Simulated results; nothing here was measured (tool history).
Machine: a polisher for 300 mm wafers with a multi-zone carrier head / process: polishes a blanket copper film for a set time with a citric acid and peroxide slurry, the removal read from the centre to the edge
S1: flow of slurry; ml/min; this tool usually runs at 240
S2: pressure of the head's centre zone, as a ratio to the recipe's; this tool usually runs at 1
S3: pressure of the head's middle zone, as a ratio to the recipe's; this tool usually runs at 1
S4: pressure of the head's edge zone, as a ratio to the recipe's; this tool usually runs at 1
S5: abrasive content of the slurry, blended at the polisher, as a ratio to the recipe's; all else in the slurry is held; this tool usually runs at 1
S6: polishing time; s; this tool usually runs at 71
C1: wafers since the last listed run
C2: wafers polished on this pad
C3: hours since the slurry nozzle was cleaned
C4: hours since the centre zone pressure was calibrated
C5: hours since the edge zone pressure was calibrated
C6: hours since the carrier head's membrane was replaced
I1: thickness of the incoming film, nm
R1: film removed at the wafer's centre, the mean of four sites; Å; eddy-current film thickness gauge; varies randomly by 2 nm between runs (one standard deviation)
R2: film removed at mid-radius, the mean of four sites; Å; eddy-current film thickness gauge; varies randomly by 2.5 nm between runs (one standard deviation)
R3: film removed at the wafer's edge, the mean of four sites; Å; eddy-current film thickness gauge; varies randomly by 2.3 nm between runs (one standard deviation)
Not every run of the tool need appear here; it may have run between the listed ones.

run   hour   S1    S2  S3    S4  S5  S6   C1    C2     C3     C4     C5      C6     I1    R1    R2    R3
  1      0  240     1   1  1.04   1  71    0   128  389.6  206.4  735.9   941.8  872.6  1859  1758  1847
  2   15.6  240     1   1  1.04   1  71  121   250  405.2    222  751.5   957.4  885.3  1801  1745  1773
  3   66.3  240     1   1     1   1  71  395   645  455.9  272.7  802.2  1008.1  888.5  1756  1665  1696
  4   76.8  240     1   1     1   1  71   81   727  466.4  283.2  812.7  1018.6    901  1731  1632  1714
  5   89.8  240     1   1     1   1  71  101   828  479.4  296.2  825.7  1031.6  888.6  1739  1630  1699
  6    105  240     1   1  0.97   1  71  118   947  494.6  311.4  840.9  1046.8  876.9  1690  1621  1615
  7  118.9  240     1   1     1   1  71  108  1055  508.5  325.3  854.8  1060.7  870.6  1695  1608  1644
  8  128.2  240     1   1     1   1  71   72  1128  517.8  334.6  864.1    1070  874.6  1674  1601  1656
     139.3  -- worn pad replaced by a new one
  9  159.2  240  0.93   1     1   1  54  210   154  548.8  365.6  895.1    1101  886.2  1341  1334  1345
 10  175.9  240     1   1     1   1  47  130   285  565.5  382.3  911.8  1117.7    893  1211  1112  1153
 11  193.7  240     1   1     1   1  71  138   424  583.3  400.1  929.6  1135.5    900  1752  1659  1707
     205.9  -- carrier head's membrane replaced by a new one
     206.5  -- slurry nozzle cleaned
 12  207.9  240     1   1     1   1  71   67   491    1.4  414.3  943.8       2  905.1  1874  1792  1828

The next listed run, before its measurement:
     218.5  -- centre zone pressure recalibrated
     222.6  -- edge zone pressure recalibrated
 13  225.1  240  1.11   1  1.11   1  91  102  594  18.6  6.6  2.5  19.2  877.6   ?   ?   ?

Run 13 measured R1 2530 Å, R2 2284 Å, R3 2388 Å.
Without the tool's hidden state the same run would have given R1 2835 Å, R2 2557 Å, R3 2668 Å.
